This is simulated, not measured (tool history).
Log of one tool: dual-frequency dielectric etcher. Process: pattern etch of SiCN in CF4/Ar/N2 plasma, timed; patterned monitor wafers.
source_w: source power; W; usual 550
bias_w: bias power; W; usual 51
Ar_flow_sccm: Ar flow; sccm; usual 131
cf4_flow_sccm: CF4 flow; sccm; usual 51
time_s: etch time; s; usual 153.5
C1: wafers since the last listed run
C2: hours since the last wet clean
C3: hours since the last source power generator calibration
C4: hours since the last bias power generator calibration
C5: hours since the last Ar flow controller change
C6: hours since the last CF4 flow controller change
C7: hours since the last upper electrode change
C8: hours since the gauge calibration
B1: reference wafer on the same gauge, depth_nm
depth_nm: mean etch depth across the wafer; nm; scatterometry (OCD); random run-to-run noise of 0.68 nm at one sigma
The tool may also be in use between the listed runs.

Run 1, hour 0: usual settings but Ar_flow_sccm 105 sccm, cf4_flow_sccm 43 sccm; C1 0; C2 440.7; C3 4126.6; C4 2902.4; C5 1362.9; C6 6025.1; C7 5105.7; C8 250.1; B1 138.4. Result: depth_nm 120.9 nm.
At hour 16.7: source power generator calibrated.
At hour 26.9: CF4 flow controller replaced.
At hour 42.5: wet clean of the chamber.
Run 2, hour 43: usual settings but Ar_flow_sccm 105 sccm, cf4_flow_sccm 43 sccm; C1 77; C2 0.5; C3 26.3; C4 2945.4; C5 1405.9; C6 16.1; C7 5148.7; C8 293.1; B1 138.4. Result: depth_nm 120.2 nm.
Run 3, hour 54.8: usual settings but Ar_flow_sccm 105 sccm, cf4_flow_sccm 43 sccm; C1 52; C2 12.3; C3 38.1; C4 2957.2; C5 1417.7; C6 27.9; C7 5160.5; C8 304.9; B1 138. Result: depth_nm 119.6 nm.
At hour 69.9: bias power generator calibrated.
Run 4, hour 86.7: usual settings but time_s 177 s; C1 124; C2 44.2; C3 70; C4 16.8; C5 1449.6; C6 59.8; C7 5192.4; C8 336.8; B1 137.8. Result: depth_nm 136.8 nm.
Run 5, hour 103.1: usual settings; C1 73; C2 60.6; C3 86.4; C4 33.2; C5 1466; C6 76.2; C7 5208.8; C8 353.2; B1 137.7. Result: depth_nm 118.7 nm.
Run 6, hour 121.8: usual settings; C1 83; C2 79.3; C3 105.1; C4 51.9; C5 1484.7; C6 94.9; C7 5227.5; C8 371.9; B1 137.8. Result: depth_nm 118.4 nm.
Run 7, hour 153: usual settings but bias_w 59 W, Ar_flow_sccm 149 sccm, cf4_flow_sccm 44 sccm; C1 138; C2 110.5; C3 136.3; C4 83.1; C5 1515.9; C6 126.1; C7 5258.7; C8 403.1; B1 137.6. Result: depth_nm 119.2 nm.
Run 8, hour 181.3: usual settings but cf4_flow_sccm 58 sccm, time_s 119.5 s; C1 126; C2 138.8; C3 164.6; C4 111.4; C5 1544.2; C6 154.4; C7 5287; C8 431.4; B1 137.6. Result: depth_nm 93.9 nm.
Run 9, hour 214.2: usual settings but source_w 610 W, cf4_flow_sccm 58 sccm, time_s 172.5 s; C1 146; C2 171.7; C3 197.5; C4 144.3; C5 1577.1; C6 187.3; C7 5319.9; C8 464.3; B1 137.6. Result: depth_nm 146.8 nm.
At hour 216.1: gauge calibrated.
Run 10, hour 236.2: usual settings but bias_w 40 W, time_s 131 s; C1 97; C2 193.7; C3 219.5; C4 166.3; C5 1599.1; C6 209.3; C7 5341.9; C8 20.1; B1 140.2. Result: depth_nm 95.1 nm.
Run 11, hour 252.9: usual settings but source_w 670 W, Ar_flow_sccm 160 sccm, time_s 126 s; C1 74; C2 210.4; C3 236.2; C4 183; C5 1615.8; C6 226; C7 5358.6; C8 36.8; B1 140.2. Result: depth_nm 114 nm.
Run 12, hour 278: usual settings but Ar_flow_sccm 163 sccm, cf4_flow_sccm 42 sccm; C1 111; C2 235.5; C3 261.3; C4 208.1; C5 1640.9; C6 251.1; C7 5383.7; C8 61.9; B1 139.9. Result: depth_nm 113 nm.
At hour 329.5: upper electrode replaced.
Run 13, hour 330: usual settings but bias_w 44 W, Ar_flow_sccm 143 sccm; C1 124; C2 287.5; C3 313.3; C4 260.1; C5 1692.9; C6 303.1; C7 0.5; C8 113.9; B1 139.6. Result: depth_nm 113.4 nm.
Run 14, hour 334.3: usual settings; C1 19; C2 291.8; C3 317.6; C4 264.4; C5 1697.2; C6 307.4; C7 4.8; C8 118.2; B1 139.7. Result: depth_nm 120.2 nm.
At hour 358.3: Ar flow controller replaced.
Run 15, hour 358.8: usual settings but Ar_flow_sccm 122 sccm, cf4_flow_sccm 46 sccm; C1 82; C2 316.3; C3 342.1; C4 288.9; C5 0.5; C6 331.9; C7 29.3; C8 142.7; B1 139.4. Result: depth_nm 120.3 nm.
Run 16, hour 368.4: usual settings but Ar_flow_sccm 115 sccm; C1 42; C2 325.9; C3 351.7; C4 298.5; C5 10.1; C6 341.5; C7 38.9; C8 152.3; B1 139.2. Result: depth_nm 121.5 nm.
Run 17, hour 386.5: usual settings but Ar_flow_sccm 163 sccm, cf4_flow_sccm 42 sccm; C1 80; C2 344; C3 369.8; C4 316.6; C5 28.2; C6 359.6; C7 57; C8 170.4; B1 139.6. Result: depth_nm 112.9 nm.
Run 18, hour 422.4: usual settings; C1 159; C2 379.9; C3 405.7; C4 352.5; C5 64.1; C6 395.5; C7 92.9; C8 206.3; B1 139.3. Result: depth_nm 119.9 nm.
Run 19, hour 437.6: usual settings but source_w 420 W; C1 67; C2 395.1; C3 420.9; C4 367.7; C5 79.3; C6 410.7; C7 108.1; C8 221.5; B1 139. Result: depth_nm 95.4 nm.
Run 20, hour 457.6: usual settings but source_w 670 W, bias_w 40 W, Ar_flow_sccm 104 sccm, cf4_flow_sccm 45 sccm; C1 89; C2 415.1; C3 440.9; C4 387.7; C5 99.3; C6 430.7; C7 128.1; C8 241.5; B1 139.1. Result: depth_nm 134.2 nm.
Run 21, hour 486.3: usual settings; C1 127; C2 443.8; C3 469.6; C4 416.4; C5 128; C6 459.4; C7 156.8; C8 270.2; B1 138.7. Result: depth_nm 119 nm.
Run 22, hour 518.2: usual settings but source_w 460 W, Ar_flow_sccm 114 sccm; C1 142; C2 475.7; C3 501.5; C4 448.3; C5 159.9; C6 491.3; C7 188.7; C8 302.1; B1 138.8. Result: depth_nm 104.9 nm.

Measured less the same run without the tool's hidden state. The same run-to-run variation is in both; the gauge's scatter may not be:
The hidden state here: etch rate over this chamber's usual, %; source power that arrives over what is set, %; bias power that arrives over what is set, %; Ar flow that arrives over what is set, %; CF4 flow that arrives over what is set, %; gauge reads high (%).
run  depth_nm
  1      -1.3
  2      -1.5
  3      -1.6
  4        -2
  5      -1.8
  6      -1.9
  7        -2
  8      -1.7
  9      -2.9
 10      +0.2
 11      +0.2
 12        +0
 13      -0.3
 14      -0.3
 15      -0.4
 16      -0.5
 17      -0.5
 18      -0.6
 19      -0.6
 20        -1
 21        -1
 22      -1.1
